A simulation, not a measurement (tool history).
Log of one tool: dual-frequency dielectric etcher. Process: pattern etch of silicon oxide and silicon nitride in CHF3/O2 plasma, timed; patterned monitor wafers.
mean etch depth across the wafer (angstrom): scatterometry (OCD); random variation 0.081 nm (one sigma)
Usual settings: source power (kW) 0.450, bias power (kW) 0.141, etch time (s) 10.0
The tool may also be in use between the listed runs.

| run | hour | source power (kW) | bias power (kW) | etch time (s) | read-back reference wafer on the same gauge, depth_nm | mean etch depth across the wafer (angstrom) |
|---|---|---|---|---|---|---|
| 1 | 0.0 | 0.450 | 0.141 | 10.0 | 9.79 | 123.3 |
| 2 | 54.9 | 0.450 | 0.141 | 10.0 | 9.81 | 123.6 |
| 3 | 116.2 | 0.450 | 0.141 | 10.0 | 9.81 | 124.1 |
| 4 | 154.9 | 0.450 | 0.141 | 10.0 | 9.81 | 126.3 |
|  | 182.4 | wet clean of the chamber |
| 5 | 207.1 | 0.450 | 0.141 | 10.0 | 9.80 | 119.1 |
| 6 | 280.4 | 0.450 | 0.141 | 12.0 | 9.80 | 147.3 |
| 7 | 364.0 | 0.450 | 0.141 | 12.0 | 9.80 | 145.0 |
| 8 | 448.8 | 0.450 | 0.141 | 10.0 | 9.80 | 123.4 |
|  | 493.8 | gauge calibrated |
| 9 | 517.0 | 0.450 | 0.141 | 7.5 | 9.80 | 93.4 |
|  | 557.4 | wet clean of the chamber |
|  | 561.1 | bias power generator calibrated |
| 10 | 561.6 | 0.450 | 0.141 | 10.0 | 9.79 | 120.4 |
| 11 | 630.3 | 0.450 | 0.141 | 10.0 | 9.81 | 119.1 |
| 12 | 705.7 | 0.560 | 0.124 | 7.5 | 9.81 | 96.4 |
| 13 | 749.7 | 0.490 | 0.125 | 8.5 | 9.81 | 104.4 |
| 14 | 816.5 | 0.510 | 0.161 | 10.0 | 9.80 | 134.0 |
| 15 | 865.4 | 0.500 | 0.141 | 10.0 | 9.81 | 128.4 |
|  | 907.2 | upper electrode replaced |
|  | 913.6 | wet clean of the chamber |
|  | 957.0 | source power generator calibrated |
| 16 | 1048.4 | 0.480 | 0.128 | 8.0 | 9.80 | 98.2 |
| 17 | 1151.3 | 0.450 | 0.141 | 12.5 | 9.80 | 154.8 |
| 18 | 1191.6 | 0.450 | 0.162 | 7.5 | 9.82 | 95.9 |
|  | 1273.8 | wet clean of the chamber |
| 19 | 1294.1 | 0.540 | 0.141 | 10.0 | 9.81 | 130.3 |

3 ways to go on from here, each from the tool as it stands after run 19. What would each give?
| A | 1294.5 | 0.450 | 0.141 | 10.0 | ? | ? |
| B | 1294.5 | 0.450 | 0.116 | 13.0 | ? | ? |
| C | 1294.5 | 0.420 | 0.113 | 8.0 | ? | ? |

| run | read-back reference wafer on the same gauge, depth_nm | mean etch depth across the wafer (angstrom) |
|---|---|---|
| A | 9.81 | 121.3 |
| B | 9.81 | 149.9 |
| C | 9.81 | 88.7 |
Without the tool's hidden state the same runs would have given:
| run | mean etch depth across the wafer (angstrom) |
|---|---|
| A | 121.3 |
| B | 149.9 |
| C | 88.8 |
